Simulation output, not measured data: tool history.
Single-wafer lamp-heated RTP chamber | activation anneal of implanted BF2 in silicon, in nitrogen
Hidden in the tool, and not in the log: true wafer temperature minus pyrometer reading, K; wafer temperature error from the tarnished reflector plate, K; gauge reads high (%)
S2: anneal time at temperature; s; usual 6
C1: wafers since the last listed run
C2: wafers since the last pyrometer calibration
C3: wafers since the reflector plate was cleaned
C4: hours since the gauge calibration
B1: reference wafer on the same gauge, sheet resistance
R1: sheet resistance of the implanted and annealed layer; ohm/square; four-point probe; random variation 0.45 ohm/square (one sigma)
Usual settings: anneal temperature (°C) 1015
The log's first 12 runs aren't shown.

Run 13, day 29.971: usual settings but S2 4 s; C1 1743; C2 3674; C3 5357; C4 3414.7; B1 153.94. Result: R1 152.03 ohm/square.
Run 14, day 33.154: usual settings but S2 4 s; C1 1424; C2 5099; C3 6782; C4 3491.1; B1 154.04. Result: R1 151.55 ohm/square.
Run 15, day 34.988: usual settings but S2 4 s; C1 820; C2 5920; C3 7602; C4 3535.1; B1 154.02. Result: R1 151.08 ohm/square.
At day 38.017: gauge calibrated.
Run 16, day 41.396: usual settings; C1 2868; C2 8788; C3 10471; C4 81.1; B1 153.97. Result: R1 142.88 ohm/square.
Run 17, day 43.279: usual settings but anneal temperature (°C) 1006, S2 4 s; C1 842; C2 9631; C3 11313; C4 126.3; B1 153.94. Result: R1 156.50 ohm/square.
Run 18, day 45.642: usual settings; C1 1057; C2 10688; C3 12371; C4 183.0; B1 154.06. Result: R1 141.07 ohm/square.
At day 47.325: reflector plate cleaned.
Run 19, day 48.175: usual settings but anneal temperature (°C) 999, S2 9 s; C1 984; C2 11673; C3 380; C4 243.8; B1 153.91. Result: R1 153.61 ohm/square.
At day 49.988: pyrometer window cleaned and pyrometer calibrated.
Run 20, day 50.233: usual settings but anneal temperature (°C) 1029, S2 9 s; C1 772; C2 109; C3 1152; C4 293.2; B1 154.03. Result: R1 130.10 ohm/square.
Run 21, day 53.383: usual settings but anneal temperature (°C) 1003, S2 9 s; C1 1409; C2 1519; C3 2562; C4 368.8; B1 154.01. Result: R1 153.69 ohm/square.
Run 22, day 56.525: usual settings but S2 5 s; C1 1406; C2 2925; C3 3968; C4 444.2; B1 153.92. Result: R1 150.58 ohm/square.
Run 23, day 60.571: usual settings but anneal temperature (°C) 1037; C1 1810; C2 4736; C3 5779; C4 541.3; B1 154.06. Result: R1 126.70 ohm/square.
Run 24, day 62.433: usual settings; C1 833; C2 5570; C3 6612; C4 586.0; B1 154.03. Result: R1 145.58 ohm/square.
Run 25, day 71.271: usual settings but S2 7 s; C1 3955; C2 9525; C3 10568; C4 798.1; B1 154.01. Result: R1 139.77 ohm/square.
Run 26, day 73.767: usual settings but anneal temperature (°C) 993, S2 9 s; C1 1117; C2 10642; C3 11685; C4 858.0; B1 154.08. Result: R1 154.39 ohm/square.
At day 75.096: pyrometer window cleaned and pyrometer calibrated.
At day 77.800: reflector plate cleaned.
Run 27, day 77.883: usual settings but anneal temperature (°C) 995, S2 8 s; C1 1544; C2 1098; C3 38; C4 956.8; B1 153.89. Result: R1 163.63 ohm/square.

Forecast run 28:
Run 28, day 82.012: usual settings but anneal temperature (°C) 1035, S2 5 s; C1 1848; C2 2946; C3 1886; C4 1055.9; B1 ?. Result: R1 ?.

{"run 28": {"B1": 153.94, "R1": 134.36}}
Without the tool's hidden state the same run would have given R1 137.34 ohm/square.
